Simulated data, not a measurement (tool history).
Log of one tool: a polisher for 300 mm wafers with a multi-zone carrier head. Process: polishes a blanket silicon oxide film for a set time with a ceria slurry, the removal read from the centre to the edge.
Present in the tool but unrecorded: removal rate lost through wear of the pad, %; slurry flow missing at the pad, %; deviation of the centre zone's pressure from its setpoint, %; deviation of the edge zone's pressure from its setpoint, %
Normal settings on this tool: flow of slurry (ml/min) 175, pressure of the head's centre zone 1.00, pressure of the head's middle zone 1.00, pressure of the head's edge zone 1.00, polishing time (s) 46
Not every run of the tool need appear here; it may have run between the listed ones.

run	hour	flow of slurry (ml/min)	pressure of the head's centre zone	pressure of the head's middle zone	pressure of the head's edge zone	polishing time (s)	wafers since the last listed run	wafers polished on this pad	hours since the slurry nozzle was cleaned	hours since the centre zone pressure was calibrated	hours since the edge zone pressure was calibrated	hours since the carrier head's membrane was replaced	incoming thickness of the incoming film, nm	film removed at the wafer's centre (Å)	film removed at mid-radius (Å)	film removed at the wafer's edge (Å)
1	0.0	175	1.00	1.00	1.04	46	0	2795	244.0	258.1	126.9	930.0	1549.0	2627	2747	2880
2	50.9	175	1.00	1.00	1.04	46	643	3439	294.9	309.0	177.8	980.9	1555.2	2609	2665	2792
3	133.7	175	1.00	1.00	1.00	46	1046	4485	377.7	391.8	260.6	1063.7	1558.2	2573	2596	2684
# hour 154.5: slurry nozzle cleaned
4	181.9	175	1.00	1.00	1.00	46	596	5082	27.4	440.0	308.8	1111.9	1539.2	2716	2714	2759
5	223.9	175	1.00	1.00	1.00	46	530	5613	69.4	482.0	350.8	1153.9	1521.3	2675	2662	2781
6	261.0	175	1.00	1.00	1.00	46	468	6081	106.5	519.1	387.9	1191.0	1522.9	2685	2724	2847
# hour 268.7: worn pad replaced by a new one
7	363.2	175	1.00	1.00	1.00	46	1241	1193	208.7	621.3	490.1	1293.2	1534.1	2689	2820	2877
# hour 377.1: edge zone pressure recalibrated
# hour 398.3: carrier head's membrane replaced by a new one
8	431.3	175	1.00	1.09	1.00	56	772	1966	276.8	689.4	54.2	33.0	1571.6	3217	3481	3304
9	523.0	175	1.00	1.09	1.00	56	1158	3125	368.5	781.1	145.9	124.7	1576.0	3090	3251	3315
# hour 576.0: slurry nozzle cleaned
10	583.0	175	1.00	1.00	1.00	46	745	3870	7.0	841.1	205.9	184.7	1565.1	2696	2746	2771
11	630.8	210	1.00	1.00	1.00	46	604	4474	54.8	888.9	253.7	232.5	1546.5	2767	2762	2885
# hour 668.0: centre zone pressure recalibrated
12	701.7	175	1.11	0.89	0.89	59	870	5345	125.7	33.7	324.6	303.4	1547.4	3750	3302	3344
# hour 751.5: worn pad replaced by a new one
13	752.0	175	1.00	1.00	1.00	46	585	5	176.0	84.0	374.9	353.7	1543.6	2801	2919	2944
# hour 808.4: edge zone pressure recalibrated
14	840.5	175	1.00	1.00	1.00	46	1093	1099	264.5	172.5	32.1	442.2	1533.5	2684	2701	2799
# hour 1020.1: slurry nozzle cleaned
15	1038.0	120	1.05	1.00	1.00	46	2483	3582	17.9	370.0	229.6	639.7	1549.6	2551	2502	2599
16	1091.2	175	1.00	1.00	1.00	46	672	4255	71.1	423.2	282.8	692.9	1518.5	2673	2649	2718
17	1155.4	175	0.97	1.00	1.00	46	811	5066	135.3	487.4	347.0	757.1	1529.3	2566	2750	2746
# hour 1194.0: worn pad replaced by a new one
# hour 1236.1: edge zone pressure recalibrated
18	1256.1	200	1.00	1.00	1.00	42	1196	759	236.0	588.1	20.0	857.8	1557.8	2562	2636	2661
19	1320.8	130	0.94	1.00	1.00	54	817	1577	300.7	652.8	84.7	922.5	1527.5	2646	2905	3087
20	1410.2	135	1.00	1.00	0.92	46	1129	2707	390.1	742.2	174.1	1011.9	1559.3	2329	2331	2433
# hour 1440.4: slurry nozzle cleaned
21	1469.0	215	0.92	1.10	1.00	46	730	3437	28.6	801.0	232.9	1070.7	1559.7	2639	2954	2902
22	1543.4	175	1.00	1.00	1.06	36	940	4378	103.0	875.4	307.3	1145.1	1563.5	2087	2088	2180
# hour 1578.2: worn pad replaced by a new one
# hour 1651.2: edge zone pressure recalibrated
# hour 1653.6: centre zone pressure recalibrated
23	1732.8	155	1.00	1.00	1.00	46	2292	1904	292.4	79.2	81.6	1334.5	1524.7	2531	2574	2714

Consider 3 possible next runs. They are alternatives, not a sequence: every one starts from the tool as it was left by run 23. What does each give?
A	1733.2	140	1.00	1.00	1.00	46	5	1909	292.8	79.6	82.0	1334.9	1569.0	?	?	?
B	1733.2	175	1.00	1.00	1.00	58	5	1909	292.8	79.6	82.0	1334.9	1569.0	?	?	?
C	1733.2	175	0.96	1.00	1.00	46	5	1909	292.8	79.6	82.0	1334.9	1569.0	?	?	?

run	film removed at the wafer's centre (Å)	film removed at mid-radius (Å)	film removed at the wafer's edge (Å)
A	2450	2497	2626
B	3309	3344	3453
C	2531	2652	2738
The same runs, with their run-to-run variation unchanged, on a tool lacking any hidden condition would have given:
run	film removed at the wafer's centre (Å)	film removed at mid-radius (Å)	film removed at the wafer's edge (Å)
A	2801	2828	2915
B	3720	3734	3800
C	2846	2962	3014

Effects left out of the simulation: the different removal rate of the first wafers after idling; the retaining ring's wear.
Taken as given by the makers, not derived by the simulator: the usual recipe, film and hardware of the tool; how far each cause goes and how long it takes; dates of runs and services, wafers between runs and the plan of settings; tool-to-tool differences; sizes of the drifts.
